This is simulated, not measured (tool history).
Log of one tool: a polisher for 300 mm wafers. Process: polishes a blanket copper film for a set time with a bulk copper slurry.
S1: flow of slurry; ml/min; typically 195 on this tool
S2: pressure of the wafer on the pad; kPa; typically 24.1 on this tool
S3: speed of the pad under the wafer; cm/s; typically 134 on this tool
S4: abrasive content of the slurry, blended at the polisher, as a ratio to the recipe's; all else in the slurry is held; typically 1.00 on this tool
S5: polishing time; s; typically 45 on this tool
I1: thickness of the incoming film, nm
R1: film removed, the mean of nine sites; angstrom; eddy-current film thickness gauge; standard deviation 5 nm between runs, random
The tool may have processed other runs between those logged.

run    hour   S1    S2   S3    S4  S5      I1     R1
  1     0.0  240  24.1  134  1.20  45  2131.1   8666
  2    40.3  240  24.1  134  1.20  45  2105.3   8718
       70.8  -- head pressure recalibrated
  3    90.1  195  20.0  134  0.80  45  2162.4   6140
      129.7  -- slurry nozzle cleaned
  4   154.0  195  20.0  134  0.80  45  2137.7   6159
  5   230.9  195  20.0  134  0.80  45  2117.9   6206
  6   333.3  195  19.3  134  1.00  57  2131.4   8068
      338.4  -- worn pad replaced by a new one
  7   394.2  195  24.1  134  1.00  45  2142.3   7951
  8   494.6  195  24.1  134  1.00  45  2102.1   8058
      525.4  -- slurry blender recalibrated
  9   566.6  195  24.1  134  1.00  45  2157.6   8024
 10   621.0  195  24.1  134  1.00  45  2142.6   8016
 11   690.3  195  24.1  134  1.00  45  2116.1   8019
 12   756.1  160  16.5  154  1.00  45  2108.8   6077
      828.9  -- worn pad replaced by a new one
 13   829.4  195  24.1  134  1.00  32  2170.8   5625
      866.7  -- slurry nozzle cleaned
 14   924.5  195  24.1  134  1.00  45  2135.9   8007
 15  1138.7  195  24.1  134  1.00  45  2119.9   8078
     1166.5  -- slurry blender recalibrated
     1177.1  -- head pressure recalibrated
     1351.7  -- worn pad replaced by a new one
 16  1427.0  195  24.1  134  1.00  45  2144.9   8001
 17  1504.4  195  24.1  134  1.00  45  2162.1   8026
     1551.0  -- slurry nozzle cleaned
 18  1581.1  195  24.1  134  1.00  45  2095.6   7987
 19  1639.5  195  24.1  134  1.00  45  2119.8   8003
 20  1686.2  195  24.1  134  1.15  45  2164.7   8338
 21  1781.2  195  24.1  114  1.00  45  2161.9   6831
     1788.3  -- slurry blender recalibrated
 22  1870.8  195  24.1  134  1.00  45  2138.4   7958
 23  1907.7  245  24.1  134  1.00  45  2125.5   8223
     1917.9  -- worn pad replaced by a new one
 24  1990.1  255  24.1  134  1.30  51  2149.3  10156
 25  2082.0  140  28.3  134  1.00  29  2117.8   5614
 26  2145.5  195  27.6  116  1.00  45  2130.0   7840
     2180.3  -- head pressure recalibrated
 27  2234.1  195  24.1  152  1.00  45  2133.9   8999
     2278.9  -- slurry nozzle cleaned
     2317.7  -- slurry blender recalibrated
 28  2330.8  195  15.9  100  1.00  58  2146.9   5050
 29  2413.1  195  24.1  134  0.80  45  2135.2   7507

5 options for the next run, each taken on its own from the tool as it stands now. Forecast them:
  A  2413.5  195  24.1  134  1.00  45  2164.2   ?
  B  2413.5  195  31.7   90  1.00  40  2164.2   ?
  C  2413.5  165  20.0  134  1.00  45  2164.2   ?
  D  2413.5  260  24.1  134  1.00  50  2164.2   ?
  E  2413.5  195  18.6  112  1.25  36  2164.2   ?

run    R1
  A  8043
  B  6311
  C  6483
  D  9271
  E  4456
The same runs, with their run-to-run variation unchanged, on a tool lacking any hidden condition would have given:
run    R1
  A  8043
  B  6311
  C  6483
  D  9271
  E  4456
